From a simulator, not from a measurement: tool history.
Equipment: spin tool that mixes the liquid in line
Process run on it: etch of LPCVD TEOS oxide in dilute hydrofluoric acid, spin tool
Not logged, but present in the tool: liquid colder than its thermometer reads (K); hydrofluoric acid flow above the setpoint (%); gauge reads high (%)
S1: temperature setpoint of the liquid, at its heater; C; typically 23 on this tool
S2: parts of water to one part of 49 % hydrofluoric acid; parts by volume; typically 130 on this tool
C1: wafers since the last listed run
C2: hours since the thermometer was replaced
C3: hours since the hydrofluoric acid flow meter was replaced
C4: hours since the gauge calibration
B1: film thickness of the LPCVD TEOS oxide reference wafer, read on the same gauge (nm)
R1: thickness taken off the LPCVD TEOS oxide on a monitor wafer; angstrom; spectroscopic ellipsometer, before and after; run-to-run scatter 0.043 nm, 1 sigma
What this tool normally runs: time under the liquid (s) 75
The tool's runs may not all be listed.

Run 1, hour 0: usual settings; C1 0; C2 577; C3 113.3; C4 233.3; B1 40. Result: R1 88.8 angstrom.
Run 2, hour 22.3: usual settings; C1 188; C2 599.3; C3 135.6; C4 255.6; B1 40.02. Result: R1 88.4 angstrom.
Run 3, hour 126.7: usual settings but S2 155 parts by volume; C1 883; C2 703.7; C3 240; C4 360; B1 40.04. Result: R1 73.3 angstrom.
Run 4, hour 158.4: usual settings but S2 145 parts by volume; C1 268; C2 735.4; C3 271.7; C4 391.7; B1 39.98. Result: R1 80.3 angstrom.
Run 5, hour 211.4: usual settings but S2 145 parts by volume; C1 448; C2 788.4; C3 324.7; C4 444.7; B1 40.01. Result: R1 79.7 angstrom.
Run 6, hour 240.6: usual settings but time under the liquid (s) 65; C1 247; C2 817.6; C3 353.9; C4 473.9; B1 40.01. Result: R1 78.8 angstrom.
At hour 249.9: hydrofluoric acid flow meter replaced.
Run 7, hour 267.3: usual settings but time under the liquid (s) 65; C1 217; C2 844.3; C3 17.4; C4 500.6; B1 39.98. Result: R1 76.7 angstrom.
Run 8, hour 301.8: usual settings; C1 292; C2 878.8; C3 51.9; C4 535.1; B1 40.03. Result: R1 88.6 angstrom.
Run 9, hour 333.4: usual settings; C1 267; C2 910.4; C3 83.5; C4 566.7; B1 40.03. Result: R1 87.6 angstrom.
At hour 350.9: gauge calibrated.
Run 10, hour 365.5: usual settings but S1 21 C; C1 271; C2 942.5; C3 115.6; C4 14.6; B1 39.99. Result: R1 82.1 angstrom.
Run 11, hour 400.1: usual settings but S1 21 C; C1 292; C2 977.1; C3 150.2; C4 49.2; B1 40. Result: R1 82.4 angstrom.
Run 12, hour 434.1: usual settings but S2 165 parts by volume, time under the liquid (s) 60; C1 287; C2 1011.1; C3 184.2; C4 83.2; B1 39.98. Result: R1 54.2 angstrom.
At hour 492.2: thermometer replaced.
Run 13, hour 509.8: usual settings; C1 632; C2 17.6; C3 259.9; C4 158.9; B1 40. Result: R1 90.5 angstrom.

Run 14, settings as shown, results not yet in. Your forecast:
Run 14, hour 523: usual settings but S1 20.5 C; C1 111; C2 30.8; C3 273.1; C4 172.1; B1 ?. Result: R1 ?.

B1: 39.97
R1: 81.7 angstrom
Take away the tool's hidden state, keep the run-to-run variation as it was, and the same run would have given R1 79.1 angstrom.
